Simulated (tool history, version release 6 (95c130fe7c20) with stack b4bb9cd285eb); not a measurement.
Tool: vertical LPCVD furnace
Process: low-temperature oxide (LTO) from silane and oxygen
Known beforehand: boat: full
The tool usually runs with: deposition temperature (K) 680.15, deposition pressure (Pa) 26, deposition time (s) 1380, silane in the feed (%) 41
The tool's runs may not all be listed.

run,hour,deposition temperature (K),deposition pressure (Pa),deposition time (s),silane in the feed (%),"read-back reference wafer on the same gauge, thickness",film thickness on the monitor wafer in the middle of the boat (angstrom)
1,0,680.15,26,1380,41,212.1,2001
2,83.8,680.15,26,1380,41,212.26,1997.7
3,159.5,687.15,26,1380,41,211.72,2147.4
4,307.1,687.15,26,1380,41,212.14,2157.9
5,355.1,687.15,26,1380,41,212.18,2128.2
6,442.5,680.15,26,1380,41,212.07,2012.8
7,540.7,680.15,26,1380,41,211.86,2001.9
8,625.4,680.15,26,1380,41,211.96,1991.9
9,711.6,680.15,26,1380,37,211.85,1781
# hour 789.5: pressure gauge zeroed
10,811.4,680.15,26,1380,37,211.99,1779.9
# hour 916.4: thermocouples replaced and temperature profile calibrated
11,917.9,680.15,26,1380,37,212.19,1710.5
12,1015.5,680.15,26,1650,41,212.06,2300.9
# hour 1062: silane flow controller replaced
13,1070.3,680.15,24,1380,41,211.97,1793.4
14,1169.8,673.15,26,840,41,212.22,1091.7
15,1261.8,680.15,26,870,36,211.76,1038.8
16,1339.6,680.15,26,1380,41,211.78,1922.6
17,1447.1,680.15,29.3,1230,41,211.86,1942.3
# hour 1450.4: gauge calibrated
18,1534.7,680.15,26,1590,41,212.03,2232.6
19,1614.7,674.15,20,1230,37,212,1102.8
20,1656.2,684.15,26,1230,41,211.94,1802.6
21,1711.9,683.15,20,1230,38,212.27,1247.2
22,1778.9,680.15,26,1380,41,212.04,1944.7
23,1829.9,676.15,20,1890,36,212.1,1655.6
24,1892.2,685.15,30,1710,45,211.98,3226.7
25,1991.2,680.15,26,1380,41,212.05,1938.5
26,2063.6,675.15,22,1380,41,211.96,1552.3

Run 27, settings as shown, results not yet in. Your forecast:
27,2111.5,686.15,28,1380,47,?,?

read-back reference wafer on the same gauge, thickness: 211.79
film thickness on the monitor wafer in the middle of the boat (angstrom): 2549.3
Take away the tool's hidden state, keep the run-to-run variation as it was, and the same run would have given film thickness on the monitor wafer in the middle of the boat (angstrom) 2537.7.
